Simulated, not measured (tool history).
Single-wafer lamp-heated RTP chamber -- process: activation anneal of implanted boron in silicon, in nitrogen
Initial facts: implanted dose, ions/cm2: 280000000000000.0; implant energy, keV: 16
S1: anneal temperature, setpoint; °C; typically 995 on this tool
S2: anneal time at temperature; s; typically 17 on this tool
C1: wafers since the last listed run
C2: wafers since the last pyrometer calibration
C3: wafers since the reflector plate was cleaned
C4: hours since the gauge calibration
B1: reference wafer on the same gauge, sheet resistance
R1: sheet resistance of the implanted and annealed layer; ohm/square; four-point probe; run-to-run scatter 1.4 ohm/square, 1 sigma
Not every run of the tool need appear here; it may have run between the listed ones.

run 1 hour=0 | S1=995 S2=22 | C1=0 C2=5711 C3=3518 C4=33.1 | B1=358.16 | R1=328.83
run 2 hour=7.3 | S1=995 S2=17 | C1=62 C2=5773 C3=3580 C4=40.4 | B1=358.05 | R1=328.66
run 3 hour=20.5 | S1=995 S2=17 | C1=112 C2=5885 C3=3692 C4=53.6 | B1=358.1 | R1=328.87
run 4 hour=36.4 | S1=995 S2=17 | C1=135 C2=6020 C3=3827 C4=69.5 | B1=357.96 | R1=329.46
run 5 hour=46.4 | S1=995 S2=17 | C1=84 C2=6105 C3=3912 C4=79.5 | B1=357.97 | R1=328.42
run 6 hour=75.7 | S1=995 S2=17 | C1=248 C2=6354 C3=4161 C4=108.8 | B1=358.03 | R1=329.51
run 7 hour=89.1 | S1=978 S2=15 | C1=113 C2=6468 C3=4275 C4=122.2 | B1=358.16 | R1=341.37
run 8 hour=95.5 | S1=978 S2=15 | C1=54 C2=6522 C3=4329 C4=128.6 | B1=358.07 | R1=343.05
run 9 hour=108 | S1=978 S2=15 | C1=106 C2=6628 C3=4435 C4=141.1 | B1=358.11 | R1=345.26
run 10 hour=122.7 | S1=995 S2=17 | C1=124 C2=6753 C3=4560 C4=155.8 | B1=358.44 | R1=329.92
run 11 hour=134.5 | S1=995 S2=23 | C1=100 C2=6854 C3=4660 C4=167.6 | B1=357.79 | R1=329.12
run 12 hour=146.2 | S1=995 S2=23 | C1=99 C2=6953 C3=4760 C4=179.3 | B1=357.99 | R1=328.93
run 13 hour=157.4 | S1=995 S2=23 | C1=95 C2=7048 C3=4855 C4=190.5 | B1=358.29 | R1=328.71
run 14 hour=171.7 | S1=1010 S2=24 | C1=121 C2=7170 C3=4976 C4=204.8 | B1=357.99 | R1=322.03
run 15 hour=181 | S1=1010 S2=24 | C1=79 C2=7249 C3=5055 C4=214.1 | B1=357.96 | R1=323.36
run 16 hour=191.9 | S1=1010 S2=24 | C1=92 C2=7341 C3=5148 C4=225 | B1=357.76 | R1=323.7
run 17 hour=206.7 | S1=982 S2=24 | C1=125 C2=7467 C3=5274 C4=239.8 | B1=358.26 | R1=335.75
run 18 hour=219 | S1=970 S2=24 | C1=104 C2=7571 C3=5378 C4=252.1 | B1=358.01 | R1=346.37
-- hour=237.3 pyrometer window cleaned and pyrometer calibrated
run 19 hour=237.8 | S1=980 S2=25 | C1=91 C2=4 C3=5470 C4=270.9 | B1=358.13 | R1=338.33
run 20 hour=260.2 | S1=995 S2=17 | C1=190 C2=194 C3=5660 C4=293.3 | B1=357.95 | R1=331.8
-- hour=269.3 gauge calibrated
run 21 hour=270.6 | S1=995 S2=20 | C1=88 C2=282 C3=5749 C4=1.3 | B1=358.26 | R1=326.92
run 22 hour=283.6 | S1=995 S2=17 | C1=110 C2=393 C3=5859 C4=14.3 | B1=358.22 | R1=330.26
run 23 hour=297.5 | S1=995 S2=23 | C1=118 C2=511 C3=5977 C4=28.2 | B1=358.21 | R1=328.37
run 24 hour=307.3 | S1=995 S2=27 | C1=83 C2=594 C3=6060 C4=38 | B1=357.9 | R1=327.69
run 25 hour=319.5 | S1=968 S2=23 | C1=103 C2=698 C3=6164 C4=50.2 | B1=357.94 | R1=348.21
-- hour=327.9 reflector plate cleaned
run 26 hour=329 | S1=995 S2=11 | C1=12 C2=710 C3=9 C4=59.7 | B1=357.86 | R1=330.26
run 27 hour=346.5 | S1=995 S2=17 | C1=148 C2=859 C3=158 C4=77.2 | B1=357.66 | R1=328.21
run 28 hour=355.5 | S1=995 S2=17 | C1=76 C2=935 C3=234 C4=86.2 | B1=357.99 | R1=326.45
run 29 hour=366.1 | S1=969 S2=11 | C1=90 C2=1026 C3=324 C4=96.8 | B1=357.92 | R1=359.96
run 30 hour=380.4 | S1=1023 S2=8 | C1=121 C2=1147 C3=446 C4=111.1 | B1=357.97 | R1=324.62
run 31 hour=391.3 | S1=972 S2=26 | C1=92 C2=1240 C3=538 C4=122 | B1=358.12 | R1=343.8
run 32 hour=401.8 | S1=995 S2=17 | C1=89 C2=1329 C3=628 C4=132.5 | B1=358.08 | R1=329.9
run 33 hour=414.6 | S1=995 S2=10 | C1=108 C2=1438 C3=736 C4=145.3 | B1=358.28 | R1=330.93
run 34 hour=425.4 | S1=995 S2=22 | C1=91 C2=1529 C3=828 C4=156.1 | B1=357.67 | R1=327.35
run 35 hour=438.2 | S1=995 S2=17 | C1=108 C2=1638 C3=937 C4=168.9 | B1=357.77 | R1=328.83
run 36 hour=444.7 | S1=1022 S2=24 | C1=55 C2=1693 C3=992 C4=175.4 | B1=358.17 | R1=322.28

Take each entry between the runs: how does the hidden state at the last listed run before it differ from the hidden state at the first listed run after it?
Logged between run 18 and run 19: pyrometer window cleaned and pyrometer calibrated (hour 237.3)
  nothing in the hidden state changes from one run to the other
Logged between run 20 and run 21: gauge calibrated (hour 269.3)
  nothing in the hidden state changes from one run to the other
Logged between run 25 and run 26: reflector plate cleaned (hour 327.9)
  nothing in the hidden state changes from one run to the other
